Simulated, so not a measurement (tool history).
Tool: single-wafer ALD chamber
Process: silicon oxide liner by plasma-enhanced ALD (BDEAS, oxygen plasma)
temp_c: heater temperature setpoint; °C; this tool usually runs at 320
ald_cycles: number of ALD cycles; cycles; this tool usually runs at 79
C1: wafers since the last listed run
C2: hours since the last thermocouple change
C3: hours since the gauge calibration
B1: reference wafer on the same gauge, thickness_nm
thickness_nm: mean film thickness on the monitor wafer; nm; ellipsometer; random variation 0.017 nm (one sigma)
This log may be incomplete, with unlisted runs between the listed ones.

Run 1, hour 0: usual settings; C1 0; C2 1099.9; C3 150.8; B1 5.745. Result: thickness_nm 6.695 nm.
Run 2, hour 16.4: usual settings; C1 89; C2 1116.3; C3 167.2; B1 5.738. Result: thickness_nm 6.695 nm.
Run 3, hour 43.7: usual settings but temp_c 315 °C, ald_cycles 70 cycles; C1 149; C2 1143.6; C3 194.5; B1 5.734. Result: thickness_nm 5.978 nm.
Run 4, hour 69.6: usual settings; C1 141; C2 1169.5; C3 220.4; B1 5.732. Result: thickness_nm 6.727 nm.
Run 5, hour 82: usual settings; C1 67; C2 1181.9; C3 232.8; B1 5.729. Result: thickness_nm 6.69 nm.
Run 6, hour 110.6: usual settings but ald_cycles 73 cycles; C1 156; C2 1210.5; C3 261.4; B1 5.726. Result: thickness_nm 6.207 nm.
Run 7, hour 123.4: usual settings but ald_cycles 73 cycles; C1 69; C2 1223.3; C3 274.2; B1 5.722. Result: thickness_nm 6.188 nm.
Run 8, hour 158.9: usual settings but ald_cycles 73 cycles; C1 193; C2 1258.8; C3 309.7; B1 5.718. Result: thickness_nm 6.144 nm.
At hour 190.4: thermocouple changed; heater temperature recalibrated.
At hour 228: gauge calibrated.
Run 9, hour 249.3: usual settings but temp_c 334 °C, ald_cycles 64 cycles; C1 450; C2 58.9; C3 21.3; B1 5.806. Result: thickness_nm 5.389 nm.
Run 10, hour 273.8: usual settings; C1 133; C2 83.4; C3 45.8; B1 5.786. Result: thickness_nm 6.762 nm.
Run 11, hour 287.5: usual settings but temp_c 306 °C, ald_cycles 84 cycles; C1 74; C2 97.1; C3 59.5; B1 5.784. Result: thickness_nm 7.318 nm.
Run 12, hour 306.5: usual settings but temp_c 309 °C, ald_cycles 94 cycles; C1 103; C2 116.1; C3 78.5; B1 5.777. Result: thickness_nm 8.145 nm.
Run 13, hour 323.7: usual settings but temp_c 327 °C, ald_cycles 75 cycles; C1 93; C2 133.3; C3 95.7; B1 5.77. Result: thickness_nm 6.337 nm.
Run 14, hour 358.3: usual settings but temp_c 327 °C, ald_cycles 75 cycles; C1 189; C2 167.9; C3 130.3; B1 5.759. Result: thickness_nm 6.286 nm.
Run 15, hour 375.2: usual settings but temp_c 312 °C, ald_cycles 89 cycles; C1 92; C2 184.8; C3 147.2; B1 5.75. Result: thickness_nm 7.666 nm.
Run 16, hour 398: usual settings but temp_c 314 °C; C1 124; C2 207.6; C3 170; B1 5.745. Result: thickness_nm 6.803 nm.

Consider 3 possible next runs. They are alternatives, not a sequence: every one starts from the tool as it was left by run 16. What does each give?
Run A, hour 398.5: usual settings; C1 2; C2 208.1; C3 170.5; B1 ?. Result: thickness_nm ?.
Run B, hour 398.5: usual settings but ald_cycles 74 cycles; C1 2; C2 208.1; C3 170.5; B1 ?. Result: thickness_nm ?.
Run C, hour 398.5: usual settings but temp_c 308 °C, ald_cycles 86 cycles; C1 2; C2 208.1; C3 170.5; B1 ?. Result: thickness_nm ?.

run     B1  thickness_nm
  A  5.747         6.674
  B  5.747         6.252
  C  5.747         7.386
Take away the tool's hidden state, keep each run's random variation, and the runs would have read:
run  thickness_nm
  A          6.76
  B         6.332
  C          7.48
